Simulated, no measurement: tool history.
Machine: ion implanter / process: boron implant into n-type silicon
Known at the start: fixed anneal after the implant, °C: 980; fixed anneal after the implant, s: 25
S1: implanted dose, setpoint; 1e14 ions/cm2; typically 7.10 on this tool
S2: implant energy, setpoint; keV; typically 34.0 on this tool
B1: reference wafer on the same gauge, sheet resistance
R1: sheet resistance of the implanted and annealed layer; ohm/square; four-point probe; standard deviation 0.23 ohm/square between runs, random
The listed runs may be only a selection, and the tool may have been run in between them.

run,hour,S1,S2,B1,R1
1,0.0,7.10,34.0,156.98,151.58
2,39.1,7.10,34.0,157.02,151.93
3,139.2,7.10,34.0,156.97,151.62
4,240.6,7.10,25.0,157.02,153.82
5,333.1,7.10,25.0,157.06,153.72
6,429.3,6.45,34.0,157.02,162.39
7,532.6,6.45,34.0,157.00,162.56
8,585.3,6.45,34.0,157.01,162.31
# hour 619.6: Faraday cup replaced and dose calibrated
9,627.2,7.10,29.5,157.02,153.96
# hour 640.0: extraction supply calibrated
10,702.7,5.98,43.0,156.98,173.52
11,762.7,7.95,43.5,156.97,138.02
12,848.8,8.57,42.5,157.03,129.38
13,889.9,7.86,39.5,157.02,139.38
14,941.9,7.10,34.0,156.99,152.39
15,1016.6,6.17,40.0,156.99,168.79
# hour 1035.6: gauge calibrated
16,1102.8,9.10,41.5,156.99,123.20
17,1146.8,7.10,34.0,156.97,151.70
18,1237.8,5.41,34.0,157.02,188.91
19,1300.8,7.10,30.5,156.97,151.82

4 options for the next run, each taken on its own from the tool as it stands now. Forecast them:
A,1301.2,7.10,26.0,?,?
B,1301.2,5.01,41.5,?,?
C,1301.2,7.10,27.5,?,?
D,1301.2,8.40,30.0,?,?

run,B1,R1
A,157.02,153.29
B,157.02,197.52
C,157.02,152.79
D,157.02,132.47
Take away the tool's hidden state, keep each run's random variation, and the runs would have read:
run,R1
A,154.41
B,198.87
C,153.90
D,133.43
